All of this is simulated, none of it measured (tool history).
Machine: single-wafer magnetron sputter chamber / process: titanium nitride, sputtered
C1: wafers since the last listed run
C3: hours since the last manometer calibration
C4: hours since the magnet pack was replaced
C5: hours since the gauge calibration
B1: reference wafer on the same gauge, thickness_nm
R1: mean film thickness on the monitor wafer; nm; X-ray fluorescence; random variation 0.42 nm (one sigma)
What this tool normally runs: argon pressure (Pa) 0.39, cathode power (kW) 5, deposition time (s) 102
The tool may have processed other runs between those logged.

Run 1, hour 0: usual settings but cathode power (kW) 4.25; C1 0; wafers on the sputter target 7268; C3 1209.4; C4 8409; C5 283; B1 94.932. Result: R1 79.421 nm.
Run 2, hour 41.1: usual settings but cathode power (kW) 4.25; C1 402; wafers on the sputter target 7670; C3 1250.5; C4 8450.1; C5 324.1; B1 94.952. Result: R1 79.255 nm.
At hour 110.1: sputter target and shields replaced.
Run 3, hour 110.6: usual settings but argon pressure (Pa) 0.456; C1 601; wafers on the sputter target 4; C3 1320; C4 8519.6; C5 393.6; B1 95.004. Result: R1 93.978 nm.
Run 4, hour 196: usual settings but argon pressure (Pa) 0.456; C1 835; wafers on the sputter target 840; C3 1405.4; C4 8605; C5 479; B1 94.979. Result: R1 93.857 nm.
Run 5, hour 245.4: usual settings but argon pressure (Pa) 0.456; C1 483; wafers on the sputter target 1323; C3 1454.8; C4 8654.4; C5 528.4; B1 95.018. Result: R1 93.651 nm.
Run 6, hour 318.6: usual settings; C1 716; wafers on the sputter target 2040; C3 1528; C4 8727.6; C5 601.6; B1 94.894. Result: R1 96.255 nm.
Run 7, hour 378: usual settings; C1 581; wafers on the sputter target 2621; C3 1587.4; C4 8787; C5 661; B1 94.984. Result: R1 96.063 nm.
Run 8, hour 473.9: usual settings; C1 938; wafers on the sputter target 3559; C3 1683.3; C4 8882.9; C5 756.9; B1 95.01. Result: R1 95.548 nm.
Run 9, hour 581.6: usual settings; C1 1053; wafers on the sputter target 4613; C3 1791; C4 8990.6; C5 864.6; B1 95.062. Result: R1 94.882 nm.
At hour 622.5: capacitance manometer re-zeroed and calibrated.
Run 10, hour 647.1: usual settings; C1 562; wafers on the sputter target 5176; C3 24.6; C4 9056.1; C5 930.1; B1 95.009. Result: R1 94.865 nm.
At hour 724.7: magnet pack replaced, of another model than before.
Run 11, hour 742: usual settings; C1 850; wafers on the sputter target 6026; C3 119.5; C4 17.3; C5 1025; B1 94.989. Result: R1 93.734 nm.
Run 12, hour 846.7: usual settings but argon pressure (Pa) 0.467, cathode power (kW) 4.2, deposition time (s) 111; C1 1024; wafers on the sputter target 7050; C3 224.2; C4 122; C5 1129.7; B1 94.958. Result: R1 80.939 nm.
At hour 892.2: sputter target and shields replaced.
Run 13, hour 935.1: usual settings but argon pressure (Pa) 0.326, deposition time (s) 89; C1 786; wafers on the sputter target 419; C3 312.6; C4 210.4; C5 1218.1; B1 95.012. Result: R1 88.289 nm.
Run 14, hour 977.2: usual settings but argon pressure (Pa) 0.483, deposition time (s) 119; C1 411; wafers on the sputter target 831; C3 354.7; C4 252.5; C5 1260.2; B1 95.086. Result: R1 107.468 nm.
Run 15, hour 1035.7: usual settings; C1 572; wafers on the sputter target 1404; C3 413.2; C4 311; C5 1318.7; B1 95.072. Result: R1 97.463 nm.
Run 16, hour 1130.2: usual settings but deposition time (s) 113; C1 924; wafers on the sputter target 2328; C3 507.7; C4 405.5; C5 1413.2; B1 95.018. Result: R1 106.949 nm.
At hour 1189.4: gauge calibrated.
Run 17, hour 1226.3: usual settings but deposition time (s) 111; C1 940; wafers on the sputter target 3269; C3 603.8; C4 501.6; C5 36.9; B1 95.037. Result: R1 104.28 nm.
Run 18, hour 1279.3: usual settings but cathode power (kW) 4; C1 518; wafers on the sputter target 3787; C3 656.8; C4 554.6; C5 89.9; B1 95.003. Result: R1 76.19 nm.
Run 19, hour 1365.9: usual settings; C1 847; wafers on the sputter target 4635; C3 743.4; C4 641.2; C5 176.5; B1 95.078. Result: R1 94.994 nm.
Run 20, hour 1447.9: usual settings; C1 802; wafers on the sputter target 5437; C3 825.4; C4 723.2; C5 258.5; B1 94.934. Result: R1 94.599 nm.
Run 21, hour 1507.5: usual settings but cathode power (kW) 4.25, deposition time (s) 113; C1 583; wafers on the sputter target 6020; C3 885; C4 782.8; C5 318.1; B1 95.003. Result: R1 89.091 nm.
Run 22, hour 1547: usual settings but deposition time (s) 119; C1 386; wafers on the sputter target 6407; C3 924.5; C4 822.3; C5 357.6; B1 95.026. Result: R1 109.204 nm.

Results for each run, recomputed without the tool's hidden state and with each run's random variation untouched:
What the log doesn't record here: deposition rate above that of a new target (%); true argon pressure above the setpoint (%); gauge reads high (%).
run       R1
  1    83.28
  2   83.325
  3   94.316
  4   94.689
  5   94.769
  6   97.845
  7    98.01
  8   98.069
  9   98.045
 10   98.433
 11   97.846
 12   85.055
 13   88.622
 14  108.151
 15   98.435
 16  108.647
 17  106.569
 18    78.12
 19    97.93
 20   98.027
 21   92.668
 22  113.873

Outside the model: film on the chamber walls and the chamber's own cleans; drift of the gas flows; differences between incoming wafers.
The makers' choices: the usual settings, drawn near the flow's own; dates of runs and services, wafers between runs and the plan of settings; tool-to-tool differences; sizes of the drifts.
